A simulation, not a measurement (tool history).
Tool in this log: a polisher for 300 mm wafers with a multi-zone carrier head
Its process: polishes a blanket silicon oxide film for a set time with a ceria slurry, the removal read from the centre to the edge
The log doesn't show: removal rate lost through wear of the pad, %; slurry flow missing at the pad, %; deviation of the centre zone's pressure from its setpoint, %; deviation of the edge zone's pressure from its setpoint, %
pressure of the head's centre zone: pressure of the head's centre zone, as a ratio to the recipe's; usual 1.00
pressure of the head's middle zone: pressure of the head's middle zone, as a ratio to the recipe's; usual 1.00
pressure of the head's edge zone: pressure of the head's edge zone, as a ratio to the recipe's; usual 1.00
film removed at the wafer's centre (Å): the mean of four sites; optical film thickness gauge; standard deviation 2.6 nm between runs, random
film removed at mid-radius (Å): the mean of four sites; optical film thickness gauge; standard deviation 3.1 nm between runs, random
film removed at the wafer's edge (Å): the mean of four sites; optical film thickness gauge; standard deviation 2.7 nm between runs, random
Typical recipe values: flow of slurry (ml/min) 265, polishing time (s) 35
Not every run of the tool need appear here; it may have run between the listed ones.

run	hour	flow of slurry (ml/min)	pressure of the head's centre zone	pressure of the head's middle zone	pressure of the head's edge zone	polishing time (s)	wafers since the last listed run	wafers polished on this pad	hours since the slurry nozzle was cleaned	hours since the centre zone pressure was calibrated	hours since the edge zone pressure was calibrated	hours since the carrier head's membrane was replaced	incoming thickness of the incoming film, nm	film removed at the wafer's centre (Å)	film removed at mid-radius (Å)	film removed at the wafer's edge (Å)
1	0.0	265	1.00	1.00	1.00	35	0	513	131.1	906.1	585.3	1472.5	1471.9	2162	2197	2230
2	23.4	265	1.00	1.00	1.00	35	207	720	154.5	929.5	608.7	1495.9	1468.0	2174	2169	2258
3	51.6	265	1.00	1.00	1.00	35	249	970	182.7	957.7	636.9	1524.1	1481.5	2121	2185	2155
# hour 56.2: worn pad replaced by a new one
4	79.5	265	1.00	1.00	1.00	35	211	206	210.6	985.6	664.8	1552.0	1465.7	2189	2253	2212
5	105.1	265	1.00	0.92	1.00	35	226	433	236.2	1011.2	690.4	1577.6	1475.3	2151	2008	2203
6	135.1	265	1.00	0.92	1.00	35	265	698	266.2	1041.2	720.4	1607.6	1462.2	2106	1976	2160
7	158.0	265	1.00	1.00	0.91	35	203	902	289.1	1064.1	743.3	1630.5	1466.0	2055	2014	2041
# hour 159.1: slurry nozzle cleaned
# hour 169.7: worn pad replaced by a new one
8	180.0	265	1.00	1.00	0.91	35	150	91	20.9	1086.1	765.3	1652.5	1452.6	2332	2310	2264
9	194.4	265	1.00	1.00	1.00	35	127	219	35.3	1100.5	779.7	1666.9	1489.8	2275	2351	2312
10	230.3	265	1.00	1.00	1.00	35	318	537	71.2	1136.4	815.6	1702.8	1480.7	2203	2249	2239
11	263.6	295	0.95	1.06	1.00	28	295	832	104.5	1169.7	848.9	1736.1	1464.8	1671	1866	1842
# hour 277.1: worn pad replaced by a new one
12	291.4	265	0.90	1.03	1.00	44	210	126	132.3	1197.5	876.7	1763.9	1456.8	2626	2932	2991
13	306.9	265	1.00	1.00	1.00	35	137	264	147.8	1213.0	892.2	1779.4	1454.4	2248	2301	2275
14	330.9	265	1.00	1.00	1.00	35	212	476	171.8	1237.0	916.2	1803.4	1487.3	2161	2239	2248
15	357.2	350	0.94	1.08	1.00	47	233	709	198.1	1263.3	942.5	1829.7	1478.8	2797	3192	3012
# hour 368.5: carrier head's membrane replaced by a new one
16	376.9	335	0.89	1.09	1.07	35	130	840	217.8	1283.0	962.2	8.4	1465.1	1977	2329	2328
# hour 391.2: worn pad replaced by a new one
# hour 438.2: edge zone pressure recalibrated
# hour 446.1: slurry nozzle cleaned
17	451.9	190	1.00	1.00	0.94	35	602	511	5.8	1358.0	13.7	83.4	1457.0	2138	2169	2177
# hour 457.7: centre zone pressure recalibrated
18	464.2	220	1.00	1.06	0.94	35	91	602	18.1	6.5	26.0	95.7	1469.3	2194	2306	2148
19	499.4	265	1.00	1.00	1.00	35	312	914	53.3	41.7	61.2	130.9	1474.0	2119	2210	2191

Run 20, settings as shown, results not yet in. Your forecast:
# hour 526.3: worn pad replaced by a new one
20	531.2	230	1.00	1.09	1.00	35	246	43	85.1	73.5	93.0	162.7	1452.2	?	?	?

film removed at the wafer's centre (Å): 2264
film removed at mid-radius (Å): 2514
film removed at the wafer's edge (Å): 2360
Were there no unlogged condition in the tool, this run, its random variation unchanged, would have produced film removed at the wafer's centre (Å) 2318, film removed at mid-radius (Å) 2572, film removed at the wafer's edge (Å) 2412.
